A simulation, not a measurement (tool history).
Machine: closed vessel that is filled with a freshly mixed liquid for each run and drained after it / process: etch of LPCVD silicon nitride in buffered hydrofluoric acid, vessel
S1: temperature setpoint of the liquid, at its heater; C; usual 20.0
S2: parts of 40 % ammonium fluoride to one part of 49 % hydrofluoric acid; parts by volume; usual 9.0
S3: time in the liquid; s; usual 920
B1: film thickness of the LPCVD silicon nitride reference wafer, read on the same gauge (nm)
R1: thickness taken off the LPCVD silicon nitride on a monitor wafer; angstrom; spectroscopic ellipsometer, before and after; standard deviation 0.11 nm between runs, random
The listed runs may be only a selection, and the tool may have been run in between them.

run,hour,S1,S2,S3,B1,R1
1,0.0,20.0,8.0,800,70.00,118.3
2,148.0,20.0,8.0,800,69.95,122.0
# hour 200.5: hydrofluoric acid flow meter replaced
3,205.5,20.0,11.5,920,70.03,94.2
4,236.5,20.0,11.5,920,69.97,93.7
5,325.2,20.0,6.5,920,70.04,161.7
6,521.4,20.0,6.5,920,69.97,166.8
7,578.8,20.0,6.5,920,69.94,170.8
8,638.4,20.0,9.0,920,69.96,122.4
# hour 663.1: hydrofluoric acid flow meter replaced
9,668.2,20.0,9.0,920,70.03,114.6
10,705.2,20.0,9.0,920,69.99,116.0
11,736.8,20.0,9.0,920,70.01,114.6
12,803.6,20.0,9.0,490,70.02,63.1
13,828.2,18.0,10.5,545,70.00,56.1
14,899.5,20.0,9.0,920,69.98,118.3
15,933.7,17.0,11.5,920,70.00,82.1
# hour 975.2: thermometer replaced
16,976.5,20.0,9.0,920,69.99,122.4
17,1043.0,17.5,9.0,775,69.96,89.0
18,1071.5,20.0,9.0,660,70.03,87.6
# hour 1078.8: gauge calibrated
19,1106.5,23.5,7.5,1405,70.03,271.3
20,1163.1,20.0,9.0,920,70.00,123.1
# hour 1195.1: hydrofluoric acid flow meter replaced
21,1228.5,23.0,9.0,370,69.98,54.4
22,1280.7,24.5,9.0,585,70.03,94.2
23,1348.6,20.0,10.5,385,70.03,44.0
24,1402.9,20.0,9.0,920,70.02,119.3

Run by run, hidden condition taken away, random variation retained:
What the log doesn't record here: liquid colder than its thermometer reads (K); hydrofluoric acid flow above the setpoint (%); gauge reads high (%).
run,R1
1,110.9
2,111.7
3,93.7
4,92.8
5,158.4
6,159.2
7,161.8
8,113.2
9,114.3
10,115.0
11,113.0
12,61.5
13,54.6
14,113.4
15,78.7
16,115.9
17,83.4
18,81.7
19,251.7
20,113.1
21,53.9
22,92.5
23,42.9
24,114.8
